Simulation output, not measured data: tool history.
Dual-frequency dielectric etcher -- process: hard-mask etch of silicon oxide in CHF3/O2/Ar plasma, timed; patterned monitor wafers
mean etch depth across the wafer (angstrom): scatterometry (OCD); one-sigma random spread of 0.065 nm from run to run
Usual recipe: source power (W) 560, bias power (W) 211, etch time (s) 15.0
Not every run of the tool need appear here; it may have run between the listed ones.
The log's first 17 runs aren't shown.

| run | day | source power (W) | bias power (W) | etch time (s) | wafers since the last listed run | hours since the last wet clean | hours since the last source power generator calibration | hours since the last bias power generator calibration | hours since the last upper electrode change | hours since the gauge calibration | read-back reference wafer on the same gauge, depth_nm | mean etch depth across the wafer (angstrom) |
|---|---|---|---|---|---|---|---|---|---|---|---|---|
| 18 | 10.079 | 560 | 211 | 18.5 | 266 | 123.1 | 96.1 | 69.8 | 57.5 | 110.5 | 27.79 | 399.1 |
| 19 | 10.475 | 560 | 211 | 17.5 | 158 | 132.6 | 105.6 | 79.3 | 67.0 | 120.0 | 27.80 | 378.8 |
| 20 | 10.954 | 560 | 211 | 15.0 | 191 | 144.1 | 117.1 | 90.8 | 78.5 | 131.5 | 27.80 | 323.4 |
| 21 | 11.625 | 700 | 167 | 13.0 | 267 | 160.2 | 133.2 | 106.9 | 94.6 | 147.6 | 27.80 | 277.4 |
| 22 | 12.042 | 630 | 225 | 15.0 | 166 | 170.2 | 143.2 | 116.9 | 104.6 | 157.6 | 27.80 | 350.5 |
|  | 12.354 | bias power generator calibrated, repeated, since the last time left the tool worse |
| 23 | 12.729 | 560 | 171 | 12.5 | 207 | 186.7 | 159.7 | 9.0 | 121.1 | 174.1 | 27.81 | 238.4 |
| 24 | 13.212 | 600 | 257 | 17.5 | 192 | 198.3 | 171.3 | 20.6 | 132.7 | 185.7 | 27.80 | 416.7 |
| 25 | 13.504 | 690 | 191 | 15.0 | 116 | 205.3 | 178.3 | 27.6 | 139.7 | 192.7 | 27.81 | 331.3 |
| 26 | 14.067 | 560 | 211 | 15.0 | 224 | 218.8 | 191.8 | 41.1 | 153.2 | 206.2 | 27.79 | 316.1 |
| 27 | 14.338 | 560 | 211 | 15.0 | 108 | 225.3 | 198.3 | 47.6 | 159.7 | 212.7 | 27.80 | 316.0 |
| 28 | 14.912 | 560 | 169 | 15.0 | 229 | 239.1 | 212.1 | 61.4 | 173.5 | 226.5 | 27.80 | 283.3 |
| 29 | 15.654 | 670 | 159 | 17.0 | 296 | 256.9 | 229.9 | 79.2 | 191.3 | 244.3 | 27.79 | 337.8 |
| 30 | 16.283 | 560 | 211 | 17.0 | 251 | 272.0 | 245.0 | 94.3 | 206.4 | 259.4 | 27.80 | 356.3 |
| 31 | 16.592 | 560 | 226 | 11.0 | 123 | 279.4 | 252.4 | 101.7 | 213.8 | 266.8 | 27.80 | 238.6 |

Alternative continuations, all from the tool just after run 31; predict every row:
| A | 16.608 | 560 | 238 | 15.0 | 6 | 279.8 | 252.8 | 102.1 | 214.2 | 267.2 | ? | ? |
| B | 16.608 | 690 | 211 | 14.0 | 6 | 279.8 | 252.8 | 102.1 | 214.2 | 267.2 | ? | ? |
| C | 16.608 | 480 | 232 | 15.0 | 6 | 279.8 | 252.8 | 102.1 | 214.2 | 267.2 | ? | ? |

| run | read-back reference wafer on the same gauge, depth_nm | mean etch depth across the wafer (angstrom) |
|---|---|---|
| A | 27.80 | 332.5 |
| B | 27.80 | 322.2 |
| C | 27.80 | 306.0 |
With no hidden state in the tool, these same runs would have given:
| run | mean etch depth across the wafer (angstrom) |
|---|---|
| A | 332.6 |
| B | 322.3 |
| C | 306.1 |
